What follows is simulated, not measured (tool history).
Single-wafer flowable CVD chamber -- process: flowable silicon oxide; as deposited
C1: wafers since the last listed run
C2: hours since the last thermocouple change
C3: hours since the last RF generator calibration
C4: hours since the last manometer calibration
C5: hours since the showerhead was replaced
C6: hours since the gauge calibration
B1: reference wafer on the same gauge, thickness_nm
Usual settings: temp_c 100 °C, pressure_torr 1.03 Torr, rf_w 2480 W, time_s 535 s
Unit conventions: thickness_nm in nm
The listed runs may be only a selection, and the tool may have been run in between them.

run 1 day=0.000 | temp_c=100 pressure_torr=1.03 rf_w=2615 time_s=535 | C1=0 C2=2589.1 C3=1842.9 C4=1431.5 C5=2589.0 C6=108.2 | B1=584.367 | thickness_nm=586.723
run 2 day=1.271 | temp_c=100 pressure_torr=1.03 rf_w=2615 time_s=535 | C1=69 C2=2619.6 C3=1873.4 C4=1462.0 C5=2619.5 C6=138.7 | B1=583.658 | thickness_nm=584.316
run 3 day=1.983 | temp_c=100 pressure_torr=1.03 rf_w=2615 time_s=535 | C1=39 C2=2636.7 C3=1890.5 C4=1479.1 C5=2636.6 C6=155.8 | B1=584.899 | thickness_nm=590.818
run 4 day=3.146 | temp_c=100 pressure_torr=1.03 rf_w=2480 time_s=535 | C1=63 C2=2664.6 C3=1918.4 C4=1507.0 C5=2664.5 C6=183.7 | B1=584.359 | thickness_nm=587.824
run 5 day=4.000 | temp_c=100 pressure_torr=1.03 rf_w=2480 time_s=535 | C1=46 C2=2685.1 C3=1938.9 C4=1527.5 C5=2685.0 C6=204.2 | B1=583.730 | thickness_nm=588.070
run 6 day=4.962 | temp_c=100 pressure_torr=1.03 rf_w=2480 time_s=535 | C1=52 C2=2708.2 C3=1962.0 C4=1550.6 C5=2708.1 C6=227.3 | B1=583.855 | thickness_nm=586.559
-- day=5.054 gauge calibrated
-- day=5.438 capacitance manometer re-zeroed and calibrated
run 7 day=6.029 | temp_c=100 pressure_torr=1.03 rf_w=2480 time_s=610 | C1=40 C2=2733.8 C3=1987.6 C4=14.2 C5=2733.7 C6=23.4 | B1=583.767 | thickness_nm=676.471
-- day=6.396 thermocouple changed; heater temperature recalibrated
run 8 day=7.358 | temp_c=100 pressure_torr=1.03 rf_w=2030 time_s=502 | C1=54 C2=23.1 C3=2019.5 C4=46.1 C5=2765.6 C6=55.3 | B1=584.269 | thickness_nm=450.163
run 9 day=8.150 | temp_c=100 pressure_torr=0.87 rf_w=2165 time_s=535 | C1=43 C2=42.1 C3=2038.5 C4=65.1 C5=2784.6 C6=74.3 | B1=583.495 | thickness_nm=407.862
-- day=9.417 RF generator calibrated
-- day=9.650 showerhead replaced, of another model than before
run 10 day=9.671 | temp_c=111 pressure_torr=1.03 rf_w=2765 time_s=535 | C1=52 C2=78.6 C3=6.1 C4=101.6 C5=0.5 C6=110.8 | B1=584.153 | thickness_nm=359.487
run 11 day=10.533 | temp_c=107 pressure_torr=1.03 rf_w=2480 time_s=535 | C1=47 C2=99.3 C3=26.8 C4=122.3 C5=21.2 C6=131.5 | B1=583.298 | thickness_nm=403.064
run 12 day=11.817 | temp_c=100 pressure_torr=1.03 rf_w=2480 time_s=535 | C1=70 C2=130.1 C3=57.6 C4=153.1 C5=52.0 C6=162.3 | B1=584.043 | thickness_nm=492.931
run 13 day=12.688 | temp_c=100 pressure_torr=1.03 rf_w=2480 time_s=483 | C1=47 C2=151.0 C3=78.5 C4=174.0 C5=72.9 C6=183.2 | B1=583.762 | thickness_nm=442.389
run 14 day=13.929 | temp_c=114 pressure_torr=1.03 rf_w=2480 time_s=535 | C1=68 C2=180.8 C3=108.3 C4=203.8 C5=102.7 C6=213.0 | B1=583.818 | thickness_nm=327.993

Take each entry between the runs: how does the hidden state at the last listed run before it differ from the hidden state at the first listed run after it?
Runs 6 to 7: gauge calibrated (day 5.054); capacitance manometer re-zeroed and calibrated (day 5.438)
  wafer temperature above the value expected at the setpoint (K): -6.09 -> -6.21
  measured less the result without the state, thickness_nm: +94.379 -> +110.800 nm
Runs 7 to 8: thermocouple changed; heater temperature recalibrated (day 6.396)
  wafer temperature above the value expected at the setpoint (K): -6.21 -> 0.281
  measured less the result without the state, thickness_nm: +110.800 -> -3.820 nm
Runs 9 to 10: RF generator calibrated (day 9.417); showerhead replaced, of another model than before (day 9.650)
  wafer temperature above the value expected at the setpoint (K): 0.28 -> 0.276
  measured less the result without the state, thickness_nm: -3.448 -> -2.848 nm
